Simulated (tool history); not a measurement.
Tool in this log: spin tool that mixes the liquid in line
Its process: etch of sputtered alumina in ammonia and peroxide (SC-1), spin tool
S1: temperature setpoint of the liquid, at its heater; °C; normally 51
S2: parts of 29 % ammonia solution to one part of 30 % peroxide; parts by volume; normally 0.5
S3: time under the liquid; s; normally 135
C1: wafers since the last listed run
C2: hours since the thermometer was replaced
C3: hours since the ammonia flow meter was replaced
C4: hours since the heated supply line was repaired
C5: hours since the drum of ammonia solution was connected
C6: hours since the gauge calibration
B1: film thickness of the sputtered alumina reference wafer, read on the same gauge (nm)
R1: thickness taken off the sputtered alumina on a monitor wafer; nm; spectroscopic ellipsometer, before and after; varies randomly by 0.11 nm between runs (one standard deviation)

run	hour	S1	S2	S3	C1	C2	C3	C4	C5	C6	B1	R1
1	0	57.5	0.5	175	0	330	413.9	98.3	444.7	2595.5	150.01	21.53
2	62.7	51	0.5	135	503	392.7	476.6	161	507.4	2658.2	150.02	11.91
3	107.5	51	0.5	135	360	437.5	521.4	205.8	552.2	2703	150.02	11.6
4	173.9	51	0.3	175	533	503.9	587.8	272.2	618.6	2769.4	150	14.46
# hour 238.4: new drum of ammonia solution connected
5	246.6	45.5	0.65	195	576	576.6	660.5	344.9	8.2	2842.1	149.99	12.67
6	286.9	51	0.5	135	323	616.9	700.8	385.2	48.5	2882.4	150.02	11.5
# hour 373.4: ammonia flow meter replaced
7	382.9	57.5	0.5	175	763	712.9	9.5	481.2	144.5	2978.4	149.97	20.91
8	454.9	42	0.65	205	578	784.9	81.5	553.2	216.5	3050.4	150.01	10.61
# hour 505.7: thermometer replaced
9	522.9	51	0.5	135	538	17.2	149.5	621.2	284.5	3118.4	149.99	11.92
10	620.3	54.5	0.3	135	782	114.6	246.9	718.6	381.9	3215.8	150.01	13.75
11	686.5	45.5	0.7	205	532	180.8	313.1	784.8	448.1	3282	150	13.7
12	767.5	51	0.3	135	650	261.8	394.1	865.8	529.1	3363	149.98	11.3
# hour 815.8: heated supply line repaired
# hour 842.8: gauge calibrated
13	865.9	51	0.3	180	782	360.2	492.5	50.1	627.5	23.1	150.01	14.92
14	908.9	56.5	0.5	135	345	403.2	535.5	93.1	670.5	66.1	149.98	15.66
15	972	46	0.65	135	507	466.3	598.6	156.2	733.6	129.2	150	8.94
16	1053.4	59.5	0.3	190	654	547.7	680	237.6	815	210.6	150.02	24.36
# hour 1083.9: new drum of ammonia solution connected
17	1133.7	51	0.5	200	637	628	760.3	317.9	49.8	290.9	149.99	17.31
# hour 1278.5: ammonia flow meter replaced
# hour 1286.2: thermometer replaced
18	1337	51	0.4	115	1617	50.8	58.5	521.2	253.1	494.2	150	9.97
19	1389.1	60.5	0.5	135	418	102.9	110.6	573.3	305.2	546.3	150	19.87
20	1430.6	44.5	0.5	135	333	144.4	152.1	614.8	346.7	587.8	150.01	8.4
21	1502.5	51	0.5	135	577	216.3	224	686.7	418.6	659.7	150	11.91
22	1558.3	51	0.6	135	448	272.1	279.8	742.5	474.4	715.5	149.98	12.07
23	1598	55.5	0.45	190	319	311.8	319.5	782.2	514.1	755.2	149.99	20.49
24	1671.1	58.5	0.65	75	587	384.9	392.6	855.3	587.2	828.3	150.01	9.93

Run by run, hidden condition taken away, random variation retained:
What the log doesn't record here: liquid colder than its thermometer reads (K); ammonia flow above the setpoint (%); temperature lost on the way to the wafer (K); ammonia solution weaker than its label (%); gauge reads high (%).
run	R1
1	21.94
2	12.19
3	11.9
4	14.89
5	13.12
6	11.91
7	21.75
8	11.14
9	11.99
10	13.9
11	13.91
12	11.52
13	15.29
14	16.07
15	9.23
16	25.19
17	18.02
18	10.02
19	20.02
20	8.5
21	12.08
22	12.29
23	20.9
24	10.16

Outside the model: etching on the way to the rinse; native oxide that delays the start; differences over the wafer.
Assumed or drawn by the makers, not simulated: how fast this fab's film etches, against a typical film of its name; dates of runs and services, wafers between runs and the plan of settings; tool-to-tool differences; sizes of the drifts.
